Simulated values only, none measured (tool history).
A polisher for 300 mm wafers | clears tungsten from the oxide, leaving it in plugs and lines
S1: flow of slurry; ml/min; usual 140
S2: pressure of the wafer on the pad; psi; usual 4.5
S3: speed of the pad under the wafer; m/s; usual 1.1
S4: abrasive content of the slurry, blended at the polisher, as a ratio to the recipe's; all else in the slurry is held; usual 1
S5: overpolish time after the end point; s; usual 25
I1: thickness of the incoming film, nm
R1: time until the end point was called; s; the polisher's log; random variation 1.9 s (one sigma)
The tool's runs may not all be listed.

Run 1, hour 0: usual settings; I1 560.2. Result: R1 109.5 s.
At hour 8.4: slurry tank refilled with fresh slurry and peroxide.
Run 2, hour 21.9: usual settings; I1 559.8. Result: R1 106.7 s.
Run 3, hour 53.5: usual settings; I1 560.4. Result: R1 113.5 s.
At hour 78.4: worn pad replaced by a new one.
Run 4, hour 82.6: usual settings but S2 3.9 psi; I1 560.9. Result: R1 130.8 s.
Run 5, hour 96.5: usual settings but S2 3.9 psi; I1 560.6. Result: R1 127.9 s.
Run 6, hour 126.4: usual settings but S2 3.9 psi; I1 548.2. Result: R1 129.1 s.
Run 7, hour 153.2: usual settings; I1 560.3. Result: R1 111.9 s.
At hour 163.7: slurry nozzle cleaned.
At hour 164: slurry tank refilled with fresh slurry and peroxide.
Run 8, hour 173: usual settings; I1 558.1. Result: R1 114.1 s.
At hour 181.8: head pressure recalibrated.
Run 9, hour 186.1: usual settings but S1 125 ml/min, S2 3.6 psi, S3 1.26 m/s, S5 21 s; I1 571.1. Result: R1 119.9 s.
At hour 197.5: worn pad replaced by a new one.
Run 10, hour 217: usual settings but S4 1.2; I1 571.6. Result: R1 103.7 s.
Run 11, hour 245: usual settings but S1 125 ml/min, S5 16 s; I1 568.4. Result: R1 107.5 s.
Run 12, hour 280.6: usual settings but S1 175 ml/min, S2 3.7 psi, S4 0.85; I1 551.6. Result: R1 125.5 s.
Run 13, hour 300.2: usual settings; I1 547.7. Result: R1 103.4 s.
At hour 314.2: slurry blender recalibrated.
Run 14, hour 319.9: usual settings but S4 1.2; I1 553.4. Result: R1 102.4 s.
At hour 321.9: slurry tank refilled with fresh slurry and peroxide.
At hour 327.2: worn pad replaced by a new one.
Run 15, hour 349.3: usual settings but S1 100 ml/min, S2 5.1 psi; I1 559.3. Result: R1 103 s.
Run 16, hour 381.8: usual settings but S4 0.8; I1 557.8. Result: R1 109.1 s.
Run 17, hour 397.9: usual settings but S1 125 ml/min, S3 1.24 m/s, S4 1.1, S5 30 s; I1 555.7. Result: R1 97.9 s.

Measured less the same run without the tool's hidden state. The same run-to-run variation is in both; the gauge's scatter may not be:
The hidden state here: removal rate lost through wear of the pad, %; slurry flow missing at the pad, %; deviation of the head's pressure from its setpoint, %; abrasive missing from the slurry, %; peroxide lost from the slurry, %.
run     R1
  1   +4.8
  2   +5.3
  3   +6.6
  4   +8.7
  5   +9.1
  6  +10.5
  7  +10.2
  8  +11.3
  9   +2.1
 10   +1.9
 11   +2.1
 12   +2.7
 13   +2.4
 14   +2.7
 15   +3.1
 16   +3.9
 17   +3.7

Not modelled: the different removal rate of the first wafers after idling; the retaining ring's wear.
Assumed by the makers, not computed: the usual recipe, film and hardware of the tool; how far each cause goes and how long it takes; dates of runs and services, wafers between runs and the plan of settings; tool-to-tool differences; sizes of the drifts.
